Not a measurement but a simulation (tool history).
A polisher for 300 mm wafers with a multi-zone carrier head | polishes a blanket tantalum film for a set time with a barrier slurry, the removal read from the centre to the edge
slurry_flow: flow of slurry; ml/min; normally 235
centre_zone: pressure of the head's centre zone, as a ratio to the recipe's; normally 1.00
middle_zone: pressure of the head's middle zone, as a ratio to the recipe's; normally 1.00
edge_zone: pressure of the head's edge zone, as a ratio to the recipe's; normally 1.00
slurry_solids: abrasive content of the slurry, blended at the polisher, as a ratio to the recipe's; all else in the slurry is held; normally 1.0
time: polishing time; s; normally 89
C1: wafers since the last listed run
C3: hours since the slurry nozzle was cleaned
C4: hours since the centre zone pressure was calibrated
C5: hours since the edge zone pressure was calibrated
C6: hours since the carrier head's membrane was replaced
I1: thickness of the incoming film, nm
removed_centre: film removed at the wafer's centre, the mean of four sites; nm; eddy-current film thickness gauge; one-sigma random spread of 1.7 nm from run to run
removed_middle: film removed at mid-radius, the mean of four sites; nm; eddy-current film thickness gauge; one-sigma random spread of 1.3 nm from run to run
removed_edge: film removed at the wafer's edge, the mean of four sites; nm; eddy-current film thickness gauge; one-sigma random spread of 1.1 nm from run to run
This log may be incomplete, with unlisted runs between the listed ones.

Run 1, hour 0.0: usual settings; C1 0; wafers polished on this pad 3126; C3 190.0; C4 740.9; C5 192.9; C6 356.6; I1 409.7. Result: removed_centre 121.7 nm, removed_middle 125.0 nm, removed_edge 130.0 nm.
At hour 44.8: worn pad replaced by a new one.
Run 2, hour 99.4: usual settings; C1 1142; wafers polished on this pad 654; C3 289.4; C4 840.3; C5 292.3; C6 456.0; I1 411.4. Result: removed_centre 124.7 nm, removed_middle 124.2 nm, removed_edge 126.9 nm.
Run 3, hour 136.6: usual settings; C1 445; wafers polished on this pad 1099; C3 326.6; C4 877.5; C5 329.5; C6 493.2; I1 409.2. Result: removed_centre 121.2 nm, removed_middle 125.7 nm, removed_edge 131.5 nm.
At hour 170.6: slurry nozzle cleaned.
Run 4, hour 243.5: usual settings but centre_zone 1.03, middle_zone 0.98; C1 1268; wafers polished on this pad 2368; C3 72.9; C4 984.4; C5 436.4; C6 600.1; I1 413.5. Result: removed_centre 128.5 nm, removed_middle 123.4 nm, removed_edge 130.9 nm.
At hour 293.5: worn pad replaced by a new one.
At hour 323.4: edge zone pressure recalibrated.
Run 5, hour 342.8: usual settings but centre_zone 1.03, middle_zone 0.98; C1 1117; wafers polished on this pad 566; C3 172.2; C4 1083.7; C5 19.4; C6 699.4; I1 417.7. Result: removed_centre 128.4 nm, removed_middle 123.4 nm, removed_edge 129.8 nm.
Run 6, hour 391.4: usual settings but centre_zone 1.03, middle_zone 0.98; C1 582; wafers polished on this pad 1148; C3 220.8; C4 1132.3; C5 68.0; C6 748.0; I1 407.0. Result: removed_centre 127.3 nm, removed_middle 124.8 nm, removed_edge 127.6 nm.
Run 7, hour 492.2: usual settings; C1 1207; wafers polished on this pad 2356; C3 321.6; C4 1233.1; C5 168.8; C6 848.8; I1 408.6. Result: removed_centre 124.0 nm, removed_middle 123.7 nm, removed_edge 130.2 nm.
At hour 518.8: slurry nozzle cleaned.
At hour 574.9: worn pad replaced by a new one.
Run 8, hour 599.0: usual settings; C1 1219; wafers polished on this pad 288; C3 80.2; C4 1339.9; C5 275.6; C6 955.6; I1 416.8. Result: removed_centre 121.8 nm, removed_middle 124.8 nm, removed_edge 130.8 nm.
At hour 633.0: carrier head's membrane replaced by a new one.
At hour 651.1: centre zone pressure recalibrated.
Run 9, hour 673.6: usual settings; C1 809; wafers polished on this pad 1098; C3 154.8; C4 22.5; C5 350.2; C6 40.6; I1 407.1. Result: removed_centre 126.1 nm, removed_middle 125.7 nm, removed_edge 128.6 nm.
Run 10, hour 750.8: usual settings but edge_zone 0.96, time 117 s; C1 924; wafers polished on this pad 2023; C3 232.0; C4 99.7; C5 427.4; C6 117.8; I1 411.7. Result: removed_centre 163.5 nm, removed_middle 163.8 nm, removed_edge 165.7 nm.
At hour 836.8: slurry nozzle cleaned.
At hour 838.0: worn pad replaced by a new one.
Run 11, hour 839.1: usual settings but edge_zone 0.96, slurry_solids 1.3, time 97 s; C1 1031; wafers polished on this pad 13; C3 2.3; C4 188.0; C5 515.7; C6 206.1; I1 406.1. Result: removed_centre 144.9 nm, removed_middle 143.4 nm, removed_edge 145.6 nm.
At hour 904.3: edge zone pressure recalibrated.
Run 12, hour 907.5: usual settings but slurry_flow 195 ml/min, centre_zone 0.93, middle_zone 0.96, edge_zone 0.89; C1 795; wafers polished on this pad 808; C3 70.7; C4 256.4; C5 3.2; C6 274.5; I1 407.2. Result: removed_centre 114.1 nm, removed_middle 118.1 nm, removed_edge 120.1 nm.
Run 13, hour 992.1: usual settings; C1 1013; wafers polished on this pad 1821; C3 155.3; C4 341.0; C5 87.8; C6 359.1; I1 403.3. Result: removed_centre 122.9 nm, removed_middle 125.5 nm, removed_edge 128.8 nm.
Run 14, hour 1053.4: usual settings but edge_zone 0.95, slurry_solids 1.1; C1 734; wafers polished on this pad 2556; C3 216.6; C4 402.3; C5 149.1; C6 420.4; I1 411.5. Result: removed_centre 124.9 nm, removed_middle 127.7 nm, removed_edge 129.9 nm.
Run 15, hour 1116.4: usual settings but slurry_flow 280 ml/min, time 80 s; C1 754; wafers polished on this pad 3310; C3 279.6; C4 465.3; C5 212.1; C6 483.4; I1 408.7. Result: removed_centre 115.8 nm, removed_middle 113.5 nm, removed_edge 118.5 nm.
At hour 1125.1: worn pad replaced by a new one.
At hour 1160.6: slurry nozzle cleaned.
Run 16, hour 1189.5: usual settings but time 103 s; C1 815; wafers polished on this pad 759; C3 28.9; C4 538.4; C5 285.2; C6 556.5; I1 413.0. Result: removed_centre 145.4 nm, removed_middle 143.5 nm, removed_edge 148.1 nm.
Run 17, hour 1287.0: usual settings but slurry_flow 310 ml/min, centre_zone 0.88, time 69 s; C1 1167; wafers polished on this pad 1927; C3 126.4; C4 635.9; C5 382.7; C6 654.0; I1 401.5. Result: removed_centre 90.5 nm, removed_middle 100.5 nm, removed_edge 101.8 nm.
Run 18, hour 1362.5: usual settings; C1 904; wafers polished on this pad 2831; C3 201.9; C4 711.4; C5 458.2; C6 729.5; I1 406.4. Result: removed_centre 125.7 nm, removed_middle 124.4 nm, removed_edge 129.9 nm.
At hour 1387.2: worn pad replaced by a new one.
Run 19, hour 1436.2: usual settings but middle_zone 1.11, edge_zone 1.03, slurry_solids 1.3, time 67 s; C1 834; wafers polished on this pad 587; C3 275.6; C4 785.1; C5 531.9; C6 803.2; I1 414.4. Result: removed_centre 101.3 nm, removed_middle 110.7 nm, removed_edge 103.8 nm.

Hidden condition of the tool, last listed run before each entry between runs versus first listed run after:
Between runs 1 and 2: worn pad replaced by a new one (hour 44.8)
  no difference in the tool's unlogged condition between these two runs
Between runs 3 and 4: slurry nozzle cleaned (hour 170.6)
  no difference in the tool's unlogged condition between these two runs
Between runs 4 and 5: worn pad replaced by a new one (hour 293.5); edge zone pressure recalibrated (hour 323.4)
  no difference in the tool's unlogged condition between these two runs
Between runs 7 and 8: slurry nozzle cleaned (hour 518.8); worn pad replaced by a new one (hour 574.9)
  no difference in the tool's unlogged condition between these two runs
Between runs 8 and 9: carrier head's membrane replaced by a new one (hour 633.0); centre zone pressure recalibrated (hour 651.1)
  no difference in the tool's unlogged condition between these two runs
Between runs 10 and 11: slurry nozzle cleaned (hour 836.8); worn pad replaced by a new one (hour 838.0)
  no difference in the tool's unlogged condition between these two runs
Between runs 11 and 12: edge zone pressure recalibrated (hour 904.3)
  no difference in the tool's unlogged condition between these two runs
Between runs 15 and 16: worn pad replaced by a new one (hour 1125.1); slurry nozzle cleaned (hour 1160.6)
  no difference in the tool's unlogged condition between these two runs
Between runs 18 and 19: worn pad replaced by a new one (hour 1387.2)
  no difference in the tool's unlogged condition between these two runs
